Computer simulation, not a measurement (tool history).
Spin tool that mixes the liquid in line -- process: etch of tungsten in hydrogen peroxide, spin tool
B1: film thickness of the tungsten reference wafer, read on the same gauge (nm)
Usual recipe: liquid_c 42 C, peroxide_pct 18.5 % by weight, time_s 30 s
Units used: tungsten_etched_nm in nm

{"run": 1, "day": 0.0, "liquid_c": 38.5, "peroxide_pct": 18.5, "time_s": 30, "B1": 69.8, "tungsten_etched_nm": 26.45}
{"run": 2, "day": 1.521, "liquid_c": 38.5, "peroxide_pct": 18.5, "time_s": 30, "B1": 69.78, "tungsten_etched_nm": 26.38}
{"run": 3, "day": 2.892, "liquid_c": 38.5, "peroxide_pct": 18.5, "time_s": 30, "B1": 69.71, "tungsten_etched_nm": 26.38}
{"run": 4, "day": 5.558, "liquid_c": 42, "peroxide_pct": 18.5, "time_s": 35, "B1": 69.59, "tungsten_etched_nm": 38.54}
{"run": 5, "day": 6.708, "liquid_c": 42, "peroxide_pct": 18.5, "time_s": 35, "B1": 69.53, "tungsten_etched_nm": 38.64}
{"run": 6, "day": 8.692, "liquid_c": 42, "peroxide_pct": 18.5, "time_s": 35, "B1": 69.41, "tungsten_etched_nm": 38.61}
{"run": 7, "day": 11.1, "liquid_c": 42, "peroxide_pct": 18.5, "time_s": 30, "B1": 69.23, "tungsten_etched_nm": 32.97}
{"day": 12.458, "done": "gauge calibrated"}
{"run": 8, "day": 13.308, "liquid_c": 42, "peroxide_pct": 18.5, "time_s": 30, "B1": 69.89, "tungsten_etched_nm": 33.4}
{"run": 9, "day": 14.742, "liquid_c": 48.5, "peroxide_pct": 18.5, "time_s": 30, "B1": 69.9, "tungsten_etched_nm": 49.83}
{"day": 16.029, "done": "thermometer replaced"}
{"run": 10, "day": 17.483, "liquid_c": 34, "peroxide_pct": 20, "time_s": 45, "B1": 69.88, "tungsten_etched_nm": 30.55}
{"day": 17.862, "done": "heated supply line repaired"}
{"run": 11, "day": 20.392, "liquid_c": 48, "peroxide_pct": 23, "time_s": 15, "B1": 69.84, "tungsten_etched_nm": 26.97}
{"day": 21.662, "done": "peroxide flow meter replaced"}
{"run": 12, "day": 21.742, "liquid_c": 42, "peroxide_pct": 23.5, "time_s": 35, "B1": 69.79, "tungsten_etched_nm": 43.69}
{"day": 22.879, "done": "new drum of peroxide connected"}
{"run": 13, "day": 24.217, "liquid_c": 32.5, "peroxide_pct": 18.5, "time_s": 35, "B1": 69.74, "tungsten_etched_nm": 20.7}
{"run": 14, "day": 28.104, "liquid_c": 32.5, "peroxide_pct": 16.5, "time_s": 35, "B1": 69.55, "tungsten_etched_nm": 19.4}
{"run": 15, "day": 29.321, "liquid_c": 45.5, "peroxide_pct": 16, "time_s": 30, "B1": 69.55, "tungsten_etched_nm": 38.35}

Below are 3 alternative next runs, each starting from the tool's condition after run 15. Predict each:
{"run": "A", "day": 29.338, "liquid_c": 42, "peroxide_pct": 18.5, "time_s": 30, "B1": "?", "tungsten_etched_nm": "?"}
{"run": "B", "day": 29.338, "liquid_c": 47.5, "peroxide_pct": 20.5, "time_s": 30, "B1": "?", "tungsten_etched_nm": "?"}
{"run": "C", "day": 29.338, "liquid_c": 47, "peroxide_pct": 20, "time_s": 15, "B1": "?", "tungsten_etched_nm": "?"}

run=A B1=69.54 tungsten_etched_nm=33.23
run=B B1=69.54 tungsten_etched_nm=49.51
run=C B1=69.54 tungsten_etched_nm=23.7
Had the tool no hidden state, the same runs would have come out as:
run=A tungsten_etched_nm=33.46
run=B tungsten_etched_nm=49.85
run=C tungsten_etched_nm=23.86
